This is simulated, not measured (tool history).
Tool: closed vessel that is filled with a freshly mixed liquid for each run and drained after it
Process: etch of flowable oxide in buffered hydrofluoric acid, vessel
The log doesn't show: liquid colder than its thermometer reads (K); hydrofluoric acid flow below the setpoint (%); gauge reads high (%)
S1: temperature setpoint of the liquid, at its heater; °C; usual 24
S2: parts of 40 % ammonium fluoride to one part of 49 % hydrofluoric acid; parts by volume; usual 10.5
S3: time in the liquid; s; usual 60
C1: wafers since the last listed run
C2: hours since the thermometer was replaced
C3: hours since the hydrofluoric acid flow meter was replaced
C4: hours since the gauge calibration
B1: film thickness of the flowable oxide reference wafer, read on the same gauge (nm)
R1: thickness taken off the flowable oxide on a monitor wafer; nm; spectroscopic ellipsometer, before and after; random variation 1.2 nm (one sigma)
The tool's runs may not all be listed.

run,hour,S1,S2,S3,C1,C2,C3,C4,B1,R1
1,0,24,12,60,0,272.5,332.2,154.5,109.99,208.67
2,101,24,12,60,11889,373.5,433.2,255.5,110.01,207.36
3,157.5,24,12,60,6651,430,489.7,312,109.98,206.05
4,234,24,8,60,9005,506.5,566.2,388.5,109.99,299.73
# hour 302.1: hydrofluoric acid flow meter replaced
5,342.9,24,10.5,60,12702,615.4,40.8,497.4,110.01,234.19
6,438.3,24,10.5,60,11230,710.8,136.2,592.8,109.97,233.52
7,483.3,24,10.5,60,5297,755.8,181.2,637.8,110,231.55
# hour 696.2: thermometer replaced
8,716.8,24,10.5,85,27370,20.6,414.7,871.3,110.01,339.81
9,810.6,24,10.5,85,11042,114.4,508.5,965.1,110.03,337.85
10,858.1,25.5,13.5,70,5591,161.9,556,1012.6,109.99,235.99
11,900.9,24,10.5,60,5038,204.7,598.8,1055.4,109.99,239.18
# hour 939.6: hydrofluoric acid flow meter replaced
12,960.2,26.5,10.5,60,6863,264,20.6,1114.7,109.99,271.91
13,1009,24,10.5,60,5744,312.8,69.4,1163.5,110.01,235.68
# hour 1073.4: gauge calibrated
14,1091.6,27.5,9,70,9723,395.4,152,18.2,110.02,371.32
15,1160.4,26.5,12.5,90,8099,464.2,220.8,87,110,342.21
16,1430.1,28.5,8.5,30,31749,733.9,490.5,356.7,110.02,177.17
# hour 1477.2: thermometer replaced
17,1508.3,24,7,95,9088,31.1,568.7,434.9,110.01,561.64
# hour 1572.7: hydrofluoric acid flow meter replaced
18,1597.8,21.5,12.5,50,10418,120.6,25.1,524.4,110.01,146.45

The same runs without the tool's hidden state, with the same run-to-run variation:
run,R1
1,211.66
2,211.25
3,210.38
4,307.01
5,241.07
6,241.31
7,239.79
8,340.36
9,339.69
10,237.78
11,241.41
12,275.14
13,239.04
14,377.71
15,349.08
16,182.71
17,562.86
18,147.35

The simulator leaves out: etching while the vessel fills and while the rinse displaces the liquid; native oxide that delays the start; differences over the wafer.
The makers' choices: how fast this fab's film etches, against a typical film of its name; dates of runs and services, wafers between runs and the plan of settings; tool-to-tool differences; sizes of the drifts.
